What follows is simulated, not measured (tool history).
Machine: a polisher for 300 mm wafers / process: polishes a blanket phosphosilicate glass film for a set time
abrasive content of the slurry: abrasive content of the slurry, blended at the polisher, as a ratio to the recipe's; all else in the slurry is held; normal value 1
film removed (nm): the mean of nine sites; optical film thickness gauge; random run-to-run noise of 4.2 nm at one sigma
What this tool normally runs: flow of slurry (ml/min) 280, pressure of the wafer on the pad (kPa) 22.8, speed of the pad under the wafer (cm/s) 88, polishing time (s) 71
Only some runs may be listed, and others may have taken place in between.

run,hour,flow of slurry (ml/min),pressure of the wafer on the pad (kPa),speed of the pad under the wafer (cm/s),abrasive content of the slurry,polishing time (s),"incoming thickness of the incoming film, nm",film removed (nm)
1,0,280,22.8,88,1,71,2101.3,432.6
2,26,280,22.8,88,1,71,2124.3,429.7
3,52.2,280,22.8,88,1,71,2105,429.8
# hour 66.8: worn pad replaced by a new one
4,77.7,280,22.8,88,1.2,71,2146.9,457.9
5,97.6,280,22.8,88,1.2,71,2095.8,460.6
6,123.7,280,22.8,88,1.2,71,2140,456.1
7,146.2,280,22.8,88,1,71,2110.4,417.6
# hour 151.3: slurry blender recalibrated, repeated, since the last time left the tool worse
8,178.1,280,17.2,88,1.25,81,2140.2,449.6
9,202.5,280,22.8,88,1,71,2137.1,460.3
# hour 224.8: worn pad replaced by a new one
10,231.5,280,22.8,88,1,71,2077.5,448.2
11,262.1,280,22.8,88,0.75,86,2130,489.7
12,276.8,280,22.8,88,0.9,58,2113.4,350.2
13,303.3,280,22.8,88,1,71,2118.3,454.2
# hour 311.5: head pressure recalibrated
# hour 322.1: slurry nozzle cleaned
# hour 329.4: slurry blender recalibrated
14,338.4,315,19.3,68,1,71,2110.5,362.1
15,357,280,22.8,88,0.9,71,2138.6,439.5
# hour 375.9: worn pad replaced by a new one
16,376.4,280,22.8,88,0.9,71,2085.1,432.2
17,398.1,320,22.8,66,0.75,78,2093.4,384
18,415.1,280,22.8,88,1,87,2102.1,553.9
# hour 419.5: conditioning disc replaced and pad reconditioned
19,446.6,345,26.2,88,1,71,2147.9,520.3
20,476.9,185,25.5,88,1.15,71,2109.8,485
21,503.9,210,22.8,88,1,71,2108,427.8
# hour 530.4: worn pad replaced by a new one
22,530.9,205,22.8,112,0.8,71,2094,442.4
# hour 536.2: slurry blender recalibrated
23,563.6,280,22.8,88,1,71,2118.3,456.1
24,587,280,22.8,88,1,71,2106.6,456
25,599,280,16.5,88,1,71,2102.8,351.5

Branching from run 25: 4 alternative next runs. What would each branch give?
A,599.4,340,22.8,88,1,71,2114.6,?
B,599.4,280,26.2,88,1,71,2114.6,?
C,599.4,235,22.8,114,1,94,2114.6,?
D,599.4,365,22.8,88,1.1,78,2114.6,?

run,film removed (nm)
A,465.9
B,515.6
C,684.9
D,534.3
Without the tool's unlogged condition, the same runs would have read:
run,film removed (nm)
A,472.1
B,522.5
C,694
D,541.1
